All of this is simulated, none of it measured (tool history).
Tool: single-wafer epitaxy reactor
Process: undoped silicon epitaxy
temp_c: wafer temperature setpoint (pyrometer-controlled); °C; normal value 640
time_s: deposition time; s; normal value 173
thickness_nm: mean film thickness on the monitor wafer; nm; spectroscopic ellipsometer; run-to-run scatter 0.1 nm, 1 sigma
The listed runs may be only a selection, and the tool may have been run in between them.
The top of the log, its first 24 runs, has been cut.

| run | hour | temp_c | time_s | read-back reference wafer on the same gauge, thickness_nm | thickness_nm |
|---|---|---|---|---|---|
| 25 | 1340.7 | 648 | 204 | 23.316 | 32.790 |
| 26 | 1412.3 | 648 | 185 | 23.251 | 29.766 |
| 27 | 1466.9 | 640 | 173 | 23.259 | 22.479 |
| 28 | 1507.8 | 640 | 173 | 23.326 | 22.666 |
| 29 | 1565.3 | 628 | 187 | 23.262 | 17.917 |
| 30 | 1634.9 | 640 | 173 | 23.320 | 22.561 |
| 31 | 1668.4 | 640 | 173 | 23.291 | 22.367 |
| 32 | 1738.8 | 628 | 186 | 23.229 | 17.684 |
| 33 | 1800.8 | 640 | 200 | 23.301 | 25.650 |
| 34 | 1849.5 | 644 | 205 | 23.297 | 29.028 |
| 35 | 1894.1 | 645 | 140 | 23.350 | 20.417 |
| 36 | 1935.2 | 640 | 173 | 23.280 | 22.077 |
| 37 | 1987.5 | 640 | 173 | 23.309 | 21.978 |
| 38 | 2028.8 | 640 | 173 | 23.315 | 21.936 |
| 39 | 2083.2 | 640 | 173 | 23.271 | 21.755 |
| 40 | 2111.8 | 631 | 199 | 23.329 | 19.944 |
| 41 | 2173.7 | 632 | 152 | 23.345 | 15.585 |
| 42 | 2212.9 | 627 | 173 | 23.344 | 15.435 |
| 43 | 2266.4 | 640 | 159 | 23.270 | 19.908 |
|  | 2277.5 | pyrometer calibrated |
| 44 | 2319.5 | 634 | 159 | 23.273 | 18.266 |
| 45 | 2348.3 | 627 | 149 | 23.262 | 14.247 |
| 46 | 2407.4 | 650 | 161 | 23.306 | 27.720 |
| 47 | 2588.5 | 631 | 173 | 23.235 | 18.341 |

What if the next run were any one of these 3? Each begins from the tool's condition after run 47:
| A | 2588.9 | 640 | 173 | ? | ? |
| B | 2588.9 | 646 | 173 | ? | ? |
| C | 2588.9 | 628 | 189 | ? | ? |

| run | read-back reference wafer on the same gauge, thickness_nm | thickness_nm |
|---|---|---|
| A | 23.229 | 22.935 |
| B | 23.229 | 26.681 |
| C | 23.229 | 18.386 |
The same runs, with their run-to-run variation unchanged, on a tool lacking any hidden condition would have given:
| run | thickness_nm |
|---|---|
| A | 23.130 |
| B | 26.905 |
| C | 18.547 |

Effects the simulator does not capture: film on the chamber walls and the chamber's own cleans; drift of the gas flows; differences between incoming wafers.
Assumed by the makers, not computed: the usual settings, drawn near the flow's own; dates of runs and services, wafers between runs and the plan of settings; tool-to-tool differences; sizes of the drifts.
